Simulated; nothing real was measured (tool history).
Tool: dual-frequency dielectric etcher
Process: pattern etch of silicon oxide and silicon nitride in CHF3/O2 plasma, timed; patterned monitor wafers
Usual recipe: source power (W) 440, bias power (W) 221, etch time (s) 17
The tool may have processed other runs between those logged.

run	day	source power (W)	bias power (W)	etch time (s)	read-back reference wafer on the same gauge, depth_nm	mean etch depth across the wafer (Å)
1	0	440	221	15	26.44	216.9
2	6.683	440	221	17	26.43	246.6
3	8.725	440	221	17	26.45	245.8
4	13.212	440	221	17	26.51	245.6
# day 14.9: wet clean of the chamber
5	17.142	440	253	17	26.33	250.7
6	20.088	440	253	17	26.37	253.4
7	22.346	440	253	17	26.37	251.7
# day 23.633: source power generator calibrated
8	24.708	440	190	17	26.44	237.6
9	29.183	440	190	17	26.4	240.2
10	33.379	440	190	17	26.36	238.8
# day 35.942: wet clean of the chamber
11	35.962	440	221	17	26.41	246
12	37.383	440	221	17	26.45	245.3
# day 39.625: gauge calibrated
13	39.708	370	252	18.5	26.4	255.5
14	44.188	440	221	17	26.42	245.4
# day 46.808: bias power generator calibrated
# day 48.888: upper electrode replaced
15	48.908	330	240	17	26.47	223.3
16	52.046	530	221	14	26.47	216.2
17	54.842	530	197	14	26.44	213.9
# day 56.692: wet clean of the chamber
18	57.712	530	221	14	26.41	217.2
19	60.042	440	221	17	26.39	244.6
20	63.583	520	221	17	26.47	259.8
21	65.508	530	272	17	26.37	274.8
22	68.133	380	221	17	26.46	231.9
23	70.433	440	221	13.5	26.39	195.6
24	72.65	440	253	17	26.44	254.1
# day 75.942: wet clean of the chamber
25	75.962	440	167	13.5	26.43	185.2

What if the next run were any one of these 3? Each begins from the tool's condition after run 25:
A	75.979	440	274	17	?	?
B	75.979	470	221	15.5	?	?
C	75.979	440	203	20.5	?	?

run	read-back reference wafer on the same gauge, depth_nm	mean etch depth across the wafer (Å)
A	26.37	256.8
B	26.37	230.4
C	26.37	292.6
The same runs, with their run-to-run variation unchanged, on a tool lacking any hidden condition would have given:
run	mean etch depth across the wafer (Å)
A	256.8
B	230.4
C	292.6

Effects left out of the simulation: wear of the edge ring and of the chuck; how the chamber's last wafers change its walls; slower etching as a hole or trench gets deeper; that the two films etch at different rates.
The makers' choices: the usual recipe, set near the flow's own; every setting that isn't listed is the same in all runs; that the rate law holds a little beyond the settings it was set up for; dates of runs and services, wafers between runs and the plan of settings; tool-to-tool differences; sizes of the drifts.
